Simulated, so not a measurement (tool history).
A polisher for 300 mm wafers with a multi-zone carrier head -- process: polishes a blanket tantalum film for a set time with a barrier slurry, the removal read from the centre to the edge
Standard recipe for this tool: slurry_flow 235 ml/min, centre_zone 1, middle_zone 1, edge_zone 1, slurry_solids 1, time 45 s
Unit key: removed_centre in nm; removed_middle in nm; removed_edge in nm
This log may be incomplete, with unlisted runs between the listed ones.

run,day,slurry_flow,centre_zone,middle_zone,edge_zone,slurry_solids,time,"incoming thickness of the incoming film, nm",removed_centre,removed_middle,removed_edge
1,0,235,1,1,1,1,45,236,83,90.1,91.8
2,0.75,235,1,1,1,0.95,45,240.9,82.5,87.8,91
3,1.854,235,1,1,1,0.95,45,238.9,82.2,89.3,87.5
# day 4.371: slurry nozzle cleaned
4,4.392,235,1,1,1,1,45,241.6,80.3,87.5,88.8
5,5.008,235,1,1,1,1,45,243.7,78.9,86,87.1
# day 5.217: worn pad replaced by a new one
6,6.2,235,1,1,1,1,37,239.6,67.2,73.8,74
# day 6.45: carrier head's membrane replaced by a new one
7,7.117,235,1,1,1,1,37,244.4,66.7,73.5,74
8,7.846,235,1,1,1,1,37,241.9,66.5,74.2,72.8
9,8.542,235,1,1,1,1,45,236.8,79.6,87.9,89
# day 9.512: centre zone pressure recalibrated
10,9.533,235,1.05,1.05,1,0.75,33,238.2,61.5,61.7,60.5
# day 10.492: worn pad replaced by a new one
11,10.9,235,1,1,1,1,45,241.1,88.4,90.5,90.6
12,11.875,235,1,1,1,1,45,236.8,88.1,90.4,89.9
13,12.788,265,1,1,1,1,40,238.9,79.4,80.1,82.7
# day 13.783: edge zone pressure recalibrated
14,13.854,235,1,1,1,1,51,242.4,98.6,101.7,100.5
15,14.846,195,1.06,1,1,1,30,242.1,58.7,57.5,57.2
# day 14.908: slurry nozzle cleaned
# day 15.404: worn pad replaced by a new one
16,16.217,235,1,1.1,0.95,0.9,34,238.9,64.7,71.7,64
17,17.217,235,1,1,1.04,1,45,239.2,87.7,88.3,92
18,17.717,235,1.09,1,1,1,55,242.4,117.4,109.5,108.2
19,18.942,295,1.1,1.05,0.91,1,45,239.8,97,96.4,88.2
# day 19.75: worn pad replaced by a new one
20,19.917,235,1.1,1,1,0.8,45,239.2,90.2,86.6,86.8

Consider 5 possible next runs. They are alternatives, not a sequence: every one starts from the tool as it was left by run 20. What does each give?
A,19.933,235,1.12,1,1,1,45,243.1,?,?,?
B,19.933,265,1,1,0.97,1.1,45,243.1,?,?,?
C,19.933,235,0.92,1.09,1,1,45,243.1,?,?,?
D,19.933,235,1,1,1,0.9,45,243.1,?,?,?
E,19.933,270,1,1,1,1,55,243.1,?,?,?

run,removed_centre,removed_middle,removed_edge
A,98.2,88.7,88.8
B,90.9,92,90.4
C,80.6,95.6,88.7
D,85.6,86.7,86.8
E,109.1,110.3,109.9
Without the tool's unlogged condition, the same runs would have read:
run,removed_centre,removed_middle,removed_edge
A,98.7,89.1,89.2
B,91.4,92.4,90.8
C,81,96,89.1
D,86,87.1,87.1
E,109.6,110.8,110.4

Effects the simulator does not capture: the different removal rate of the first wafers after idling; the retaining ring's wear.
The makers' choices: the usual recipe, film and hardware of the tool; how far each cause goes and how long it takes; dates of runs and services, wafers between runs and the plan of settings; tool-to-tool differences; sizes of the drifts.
